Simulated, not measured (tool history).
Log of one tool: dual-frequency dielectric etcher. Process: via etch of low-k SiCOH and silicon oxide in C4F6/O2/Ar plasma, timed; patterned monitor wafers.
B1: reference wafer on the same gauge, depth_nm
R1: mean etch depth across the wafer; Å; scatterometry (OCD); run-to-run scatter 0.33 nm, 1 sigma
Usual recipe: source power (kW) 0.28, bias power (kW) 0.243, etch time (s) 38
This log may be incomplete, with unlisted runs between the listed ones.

{"run": 1, "hour": 0.0, "source power (kW)": 0.28, "bias power (kW)": 0.288, "etch time (s)": 29.5, "B1": 101.1, "R1": 763}
{"run": 2, "hour": 10.2, "source power (kW)": 0.28, "bias power (kW)": 0.288, "etch time (s)": 29.5, "B1": 101, "R1": 763}
{"run": 3, "hour": 27.4, "source power (kW)": 0.28, "bias power (kW)": 0.288, "etch time (s)": 29.5, "B1": 101.1, "R1": 763}
{"run": 4, "hour": 45.1, "source power (kW)": 0.28, "bias power (kW)": 0.267, "etch time (s)": 33, "B1": 101.1, "R1": 828}
{"run": 5, "hour": 58.3, "source power (kW)": 0.28, "bias power (kW)": 0.243, "etch time (s)": 33.5, "B1": 101, "R1": 810}
{"run": 6, "hour": 75.5, "source power (kW)": 0.28, "bias power (kW)": 0.243, "etch time (s)": 33.5, "B1": 101.2, "R1": 809}
{"hour": 101.8, "done": "upper electrode replaced"}
{"run": 7, "hour": 102.3, "source power (kW)": 0.28, "bias power (kW)": 0.243, "etch time (s)": 33.5, "B1": 101, "R1": 805}
{"run": 8, "hour": 102.7, "source power (kW)": 0.28, "bias power (kW)": 0.243, "etch time (s)": 38, "B1": 101.1, "R1": 914}
{"run": 9, "hour": 109.0, "source power (kW)": 0.28, "bias power (kW)": 0.243, "etch time (s)": 38, "B1": 101.2, "R1": 917}
{"run": 10, "hour": 121.9, "source power (kW)": 0.28, "bias power (kW)": 0.243, "etch time (s)": 38, "B1": 101, "R1": 911}
{"run": 11, "hour": 139.0, "source power (kW)": 0.28, "bias power (kW)": 0.243, "etch time (s)": 46.5, "B1": 101, "R1": 1118}
{"run": 12, "hour": 156.9, "source power (kW)": 0.28, "bias power (kW)": 0.205, "etch time (s)": 43, "B1": 101, "R1": 956}
{"hour": 166.9, "done": "gauge calibrated"}
{"run": 13, "hour": 174.3, "source power (kW)": 0.28, "bias power (kW)": 0.292, "etch time (s)": 26.5, "B1": 101.2, "R1": 684}
{"run": 14, "hour": 180.9, "source power (kW)": 0.31, "bias power (kW)": 0.243, "etch time (s)": 44, "B1": 101.1, "R1": 1091}
{"run": 15, "hour": 192.4, "source power (kW)": 0.32, "bias power (kW)": 0.243, "etch time (s)": 49.5, "B1": 101.1, "R1": 1237}
{"run": 16, "hour": 202.7, "source power (kW)": 0.26, "bias power (kW)": 0.259, "etch time (s)": 29, "B1": 101.1, "R1": 695}
{"run": 17, "hour": 218.0, "source power (kW)": 0.28, "bias power (kW)": 0.243, "etch time (s)": 38, "B1": 101.1, "R1": 910}
{"hour": 225.7, "done": "bias power generator calibrated"}
{"run": 18, "hour": 231.7, "source power (kW)": 0.28, "bias power (kW)": 0.243, "etch time (s)": 28, "B1": 101.2, "R1": 670}
{"run": 19, "hour": 242.5, "source power (kW)": 0.28, "bias power (kW)": 0.243, "etch time (s)": 38, "B1": 101.2, "R1": 910}
{"run": 20, "hour": 250.9, "source power (kW)": 0.28, "bias power (kW)": 0.243, "etch time (s)": 47.5, "B1": 101.1, "R1": 1140}
{"run": 21, "hour": 257.4, "source power (kW)": 0.22, "bias power (kW)": 0.292, "etch time (s)": 38, "B1": 101.1, "R1": 913}
{"hour": 264.5, "done": "source power generator calibrated"}
{"hour": 290.4, "done": "wet clean of the chamber"}
{"run": 22, "hour": 290.9, "source power (kW)": 0.28, "bias power (kW)": 0.243, "etch time (s)": 38, "B1": 101, "R1": 928}
{"run": 23, "hour": 291.2, "source power (kW)": 0.26, "bias power (kW)": 0.191, "etch time (s)": 41.5, "B1": 101, "R1": 894}
{"run": 24, "hour": 326.0, "source power (kW)": 0.31, "bias power (kW)": 0.225, "etch time (s)": 32.5, "B1": 101.1, "R1": 793}
{"run": 25, "hour": 343.6, "source power (kW)": 0.28, "bias power (kW)": 0.243, "etch time (s)": 38, "B1": 101, "R1": 926}
{"run": 26, "hour": 361.2, "source power (kW)": 0.3, "bias power (kW)": 0.298, "etch time (s)": 42, "B1": 101.1, "R1": 1131}
{"run": 27, "hour": 374.3, "source power (kW)": 0.26, "bias power (kW)": 0.271, "etch time (s)": 28, "B1": 101, "R1": 696}
{"run": 28, "hour": 385.5, "source power (kW)": 0.3, "bias power (kW)": 0.243, "etch time (s)": 38, "B1": 101.2, "R1": 939}
{"run": 29, "hour": 399.1, "source power (kW)": 0.26, "bias power (kW)": 0.191, "etch time (s)": 41.5, "B1": 101, "R1": 891}

Below are 5 alternative next runs, each starting from the tool's condition after run 29. Predict each:
{"run": "A", "hour": 399.5, "source power (kW)": 0.28, "bias power (kW)": 0.243, "etch time (s)": 29, "B1": "?", "R1": "?"}
{"run": "B", "hour": 399.5, "source power (kW)": 0.34, "bias power (kW)": 0.243, "etch time (s)": 38, "B1": "?", "R1": "?"}
{"run": "C", "hour": 399.5, "source power (kW)": 0.31, "bias power (kW)": 0.243, "etch time (s)": 29.5, "B1": "?", "R1": "?"}
{"run": "D", "hour": 399.5, "source power (kW)": 0.22, "bias power (kW)": 0.183, "etch time (s)": 34.5, "B1": "?", "R1": "?"}
{"run": "E", "hour": 399.5, "source power (kW)": 0.31, "bias power (kW)": 0.202, "etch time (s)": 38, "B1": "?", "R1": "?"}

run=A B1=101.1 R1=705
run=B B1=101.1 R1=985
run=C B1=101.1 R1=742
run=D B1=101.1 R1=689
run=E B1=101.1 R1=885
The same runs, with their run-to-run variation unchanged, on a tool lacking any hidden condition would have given:
run=A R1=709
run=B R1=990
run=C R1=745
run=D R1=693
run=E R1=889

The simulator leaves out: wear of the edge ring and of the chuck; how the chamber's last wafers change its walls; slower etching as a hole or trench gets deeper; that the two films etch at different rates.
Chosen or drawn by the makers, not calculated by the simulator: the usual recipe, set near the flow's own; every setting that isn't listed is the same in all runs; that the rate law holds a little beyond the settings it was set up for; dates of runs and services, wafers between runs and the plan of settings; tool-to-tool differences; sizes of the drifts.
